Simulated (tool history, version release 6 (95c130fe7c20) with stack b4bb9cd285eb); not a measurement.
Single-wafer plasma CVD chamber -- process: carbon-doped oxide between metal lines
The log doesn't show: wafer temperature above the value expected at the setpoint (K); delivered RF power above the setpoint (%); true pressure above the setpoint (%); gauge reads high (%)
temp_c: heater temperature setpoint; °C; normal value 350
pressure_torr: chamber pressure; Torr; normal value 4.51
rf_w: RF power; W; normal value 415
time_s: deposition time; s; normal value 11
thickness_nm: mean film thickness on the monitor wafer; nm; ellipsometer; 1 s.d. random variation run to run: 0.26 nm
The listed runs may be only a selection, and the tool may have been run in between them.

| run | hour | temp_c | pressure_torr | rf_w | time_s | wafers since the last listed run | hours since the last thermocouple change | hours since the last RF generator calibration | hours since the last manometer calibration | hours since the showerhead was replaced | hours since the gauge calibration | read-back reference wafer on the same gauge, thickness_nm | thickness_nm |
|---|---|---|---|---|---|---|---|---|---|---|---|---|---|
| 1 | 0 | 350 | 4.51 | 415 | 11 | 0 | 1347.8 | 557.6 | 1163.9 | 1933.4 | 1422.7 | 56.888 | 50.834 |
| 2 | 93.9 | 350 | 4.51 | 415 | 11 | 2485 | 1441.7 | 651.5 | 1257.8 | 2027.3 | 1516.6 | 56.859 | 50.75 |
| 3 | 138.7 | 350 | 4.51 | 415 | 11 | 1185 | 1486.5 | 696.3 | 1302.6 | 2072.1 | 1561.4 | 56.962 | 50.41 |
| 4 | 186.9 | 350 | 4.51 | 415 | 11 | 1275 | 1534.7 | 744.5 | 1350.8 | 2120.3 | 1609.6 | 56.883 | 50.418 |
| 5 | 263.8 | 353 | 4.51 | 415 | 11 | 2035 | 1611.6 | 821.4 | 1427.7 | 2197.2 | 1686.5 | 56.916 | 50.341 |
| 6 | 409.6 | 353 | 4.51 | 415 | 11 | 3859 | 1757.4 | 967.2 | 1573.5 | 2343 | 1832.3 | 56.899 | 49.941 |
| 7 | 452.6 | 353 | 4.51 | 415 | 11 | 1138 | 1800.4 | 1010.2 | 1616.5 | 2386 | 1875.3 | 56.851 | 50.039 |
| 8 | 506.1 | 339 | 4.51 | 415 | 11 | 1416 | 1853.9 | 1063.7 | 1670 | 2439.5 | 1928.8 | 56.887 | 51.611 |
| 9 | 580.9 | 339 | 4.51 | 415 | 11 | 1980 | 1928.7 | 1138.5 | 1744.8 | 2514.3 | 2003.6 | 56.857 | 51.984 |
| 10 | 620.7 | 350 | 4.51 | 415 | 12.3 | 1053 | 1968.5 | 1178.3 | 1784.6 | 2554.1 | 2043.4 | 56.784 | 56.033 |
| 11 | 679.2 | 350 | 4.51 | 415 | 11 | 1548 | 2027 | 1236.8 | 1843.1 | 2612.6 | 2101.9 | 56.871 | 50.471 |
| 12 | 749.2 | 350 | 4.51 | 415 | 11 | 1853 | 2097 | 1306.8 | 1913.1 | 2682.6 | 2171.9 | 56.88 | 50.059 |
| 13 | 802.9 | 350 | 4.51 | 415 | 11 | 1421 | 2150.7 | 1360.5 | 1966.8 | 2736.3 | 2225.6 | 56.87 | 49.819 |
| 14 | 973.3 | 350 | 4.51 | 415 | 11 | 4510 | 2321.1 | 1530.9 | 2137.2 | 2906.7 | 2396 | 56.812 | 49.715 |
|  | 1047.8 | showerhead replaced |
| 15 | 1072.7 | 350 | 5.51 | 415 | 11 | 2419 | 2420.5 | 1630.3 | 2236.6 | 24.9 | 2495.4 | 56.936 | 51.638 |
|  | 1119 | RF generator calibrated |
| 16 | 1159.5 | 356 | 4.51 | 345 | 12.9 | 2085 | 2507.3 | 40.5 | 2323.4 | 111.7 | 2582.2 | 56.878 | 49.885 |
|  | 1206.3 | gauge calibrated |
| 17 | 1224.7 | 350 | 4.87 | 450 | 11 | 1725 | 2572.5 | 105.7 | 2388.6 | 176.9 | 18.4 | 56.964 | 55.279 |
| 18 | 1282.1 | 359 | 4.51 | 415 | 11.8 | 1519 | 2629.9 | 163.1 | 2446 | 234.3 | 75.8 | 56.926 | 53.024 |
| 19 | 1353.9 | 350 | 3.44 | 415 | 8.9 | 1900 | 2701.7 | 234.9 | 2517.8 | 306.1 | 147.6 | 56.898 | 39.069 |
|  | 1419.5 | thermocouple changed; heater temperature recalibrated |
| 20 | 1455.3 | 350 | 3.59 | 415 | 10.1 | 2472 | 35.8 | 336.3 | 2619.2 | 407.5 | 249 | 56.905 | 45.133 |
| 21 | 1522.9 | 350 | 4.95 | 415 | 11 | 1789 | 103.4 | 403.9 | 2686.8 | 475.1 | 316.6 | 56.898 | 51.952 |
| 22 | 1572.6 | 350 | 4.51 | 415 | 11 | 1315 | 153.1 | 453.6 | 2736.5 | 524.8 | 366.3 | 56.841 | 50.483 |
|  | 1681.4 | capacitance manometer re-zeroed and calibrated |
| 23 | 1681.9 | 350 | 5.13 | 415 | 12.3 | 2681 | 262.4 | 562.9 | 0.5 | 634.1 | 475.6 | 56.901 | 58.028 |
| 24 | 1744.6 | 350 | 4.51 | 415 | 11 | 1659 | 325.1 | 625.6 | 63.2 | 696.8 | 538.3 | 56.819 | 50.55 |
| 25 | 1835 | 350 | 4.51 | 445 | 11 | 2393 | 415.5 | 716 | 153.6 | 787.2 | 628.7 | 56.916 | 53.243 |
| 26 | 1942 | 350 | 4.51 | 390 | 12 | 2832 | 522.5 | 823 | 260.6 | 894.2 | 735.7 | 56.924 | 52.156 |
| 27 | 2193.5 | 362 | 4.51 | 415 | 11 | 6657 | 774 | 1074.5 | 512.1 | 1145.7 | 987.2 | 56.835 | 48.905 |
| 28 | 2244.6 | 350 | 5.5 | 415 | 11 | 1352 | 825.1 | 1125.6 | 563.2 | 1196.8 | 1038.3 | 56.807 | 52.245 |
| 29 | 2288.9 | 350 | 4.51 | 415 | 11 | 1172 | 869.4 | 1169.9 | 607.5 | 1241.1 | 1082.6 | 56.932 | 50.223 |

3 ways to go on from here, each from the tool as it stands after run 29. What would each give?
| A | 2289.3 | 350 | 4.51 | 415 | 9.1 | 10 | 869.8 | 1170.3 | 607.9 | 1241.5 | 1083 | ? | ? |
| B | 2289.3 | 338 | 4.98 | 385 | 12.7 | 10 | 869.8 | 1170.3 | 607.9 | 1241.5 | 1083 | ? | ? |
| C | 2289.3 | 350 | 4.51 | 335 | 10 | 10 | 869.8 | 1170.3 | 607.9 | 1241.5 | 1083 | ? | ? |

| run | read-back reference wafer on the same gauge, thickness_nm | thickness_nm |
|---|---|---|
| A | 56.93 | 41.92 |
| B | 56.93 | 57.439 |
| C | 56.93 | 38.221 |
Without the tool's unlogged condition, the same runs would have read:
| run | thickness_nm |
|---|---|
| A | 42.375 |
| B | 58.086 |
| C | 38.651 |
